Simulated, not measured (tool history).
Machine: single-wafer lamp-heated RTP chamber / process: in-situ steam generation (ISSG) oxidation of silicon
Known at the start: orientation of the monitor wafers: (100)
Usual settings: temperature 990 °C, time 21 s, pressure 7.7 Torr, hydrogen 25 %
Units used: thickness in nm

run    hour  temperature  time  pressure  hydrogen  read-back reference wafer on the same gauge, thickness  thickness
  1       0          990    21       7.7        25                                                   4.958      5.145
  2    31.2          990    21       7.7        25                                                   4.962      5.173
  3    65.2          990    21       7.7        29                                                   4.952      5.414
  4   131.7          990    21       7.7        29                                                   4.959      5.419
      152.7  -- pressure gauge zeroed
  5   171.1          990    21       7.7        25                                                   4.958      5.229
      202.5  -- pyrometer window cleaned and pyrometer calibrated
  6   234.9          990    21       7.7        25                                                   4.954      5.129
  7   274.3          990    21       7.7        25                                                   4.958      5.149
  8   307.8          990    21       7.7        25                                                   4.955      5.173
  9   356.3          990    21       7.7        25                                                   4.959       5.12
 10   414.3          990    21       7.7        25                                                   4.952      5.181
 11   452.8          990    14       7.7        25                                                   4.966      4.331
 12   485.1         1004    21       8.6        25                                                   4.957      5.491
 13   551.3         1003    21       6.9        32                                                   4.961      5.897
 14   609.3          990    27       6.9        25                                                    4.96      5.893
      658.3  -- pyrometer window cleaned and pyrometer calibrated
 15   659.6         1009    21       7.1        30                                                   4.964      5.827
 16   697.1          996    15       9.1        22                                                   4.957      4.349
 17   738.7          990    28       6.9        25                                                   4.958      5.851
 18   797.7         1007    21       7.7        32                                                   4.964      5.875
 19   845.6          976    16       6.9        25                                                   4.958      4.357
        891  -- hydrogen flow controller replaced
 20   891.5          976    21       8.7        32                                                   4.958      5.179
      941.1  -- gauge calibrated
 21   951.8          990    27       7.7        32                                                   4.965      6.223
 22   987.7          990    23       6.9        25                                                    4.96      5.404
 23  1026.8          990    21       7.7        18                                                   4.969      4.841
 24  1052.4          990    21       7.7        25                                                    4.96      5.223

Estimate the outcome of run 25 from the log above:
     1097.9  -- pyrometer window cleaned and pyrometer calibrated
 25  1112.7          990    23       7.7        25                                                       ?          ?

read-back reference wafer on the same gauge, thickness: 4.962
thickness: 5.377 nm
Were there no unlogged condition in the tool, this run, its random variation unchanged, would have produced thickness 5.375 nm.
